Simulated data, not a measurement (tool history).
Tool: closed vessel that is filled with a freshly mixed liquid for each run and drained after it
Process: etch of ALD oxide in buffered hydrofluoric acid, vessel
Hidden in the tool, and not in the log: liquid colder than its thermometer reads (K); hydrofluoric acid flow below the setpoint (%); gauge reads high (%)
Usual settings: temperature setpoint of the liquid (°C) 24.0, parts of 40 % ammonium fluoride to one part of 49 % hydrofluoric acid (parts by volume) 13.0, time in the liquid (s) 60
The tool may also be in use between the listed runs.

run,hour,temperature setpoint of the liquid (°C),parts of 40 % ammonium fluoride to one part of 49 % hydrofluoric acid (parts by volume),time in the liquid (s),wafers since the last listed run,hours since the thermometer was replaced,hours since the hydrofluoric acid flow meter was replaced,hours since the gauge calibration,"read-back film thickness of the ALD oxide reference wafer, read on the same gauge (nm)",thickness taken off the ALD oxide on a monitor wafer (Å)
1,0.0,27.5,10.0,60,0,2267.3,2285.6,133.5,90.02,2686.2
2,43.3,27.5,10.0,60,4665,2310.6,2328.9,176.8,89.97,2689.8
3,100.0,27.5,10.0,60,6108,2367.3,2385.6,233.5,90.01,2704.9
4,139.6,26.0,13.0,60,4266,2406.9,2425.2,273.1,90.00,1923.3
5,205.9,26.0,13.0,60,7143,2473.2,2491.5,339.4,90.03,1900.3
# hour 305.4: thermometer replaced
# hour 315.5: hydrofluoric acid flow meter replaced
6,416.9,24.0,13.0,60,22517,111.5,101.4,550.4,89.93,1870.6
7,464.0,24.0,13.0,60,5074,158.6,148.5,597.5,90.02,1869.4
8,501.7,27.0,17.5,75,4061,196.3,186.2,635.2,89.99,2022.3
9,570.4,27.5,10.0,60,7401,265.0,254.9,703.9,89.97,2881.2
# hour 612.2: gauge calibrated
10,614.3,24.0,13.0,60,4729,308.9,298.8,2.1,89.99,1871.8

The next listed run, before its measurement:
11,638.9,20.5,15.5,80,2650,333.5,323.4,26.7,?,?

Run 11 gave read-back film thickness of the ALD oxide reference wafer, read on the same gauge (nm) 90.03, thickness taken off the ALD oxide on a monitor wafer (Å) 1706.4.
Without the tool's hidden state the same run would have given thickness taken off the ALD oxide on a monitor wafer (Å) 1742.9.
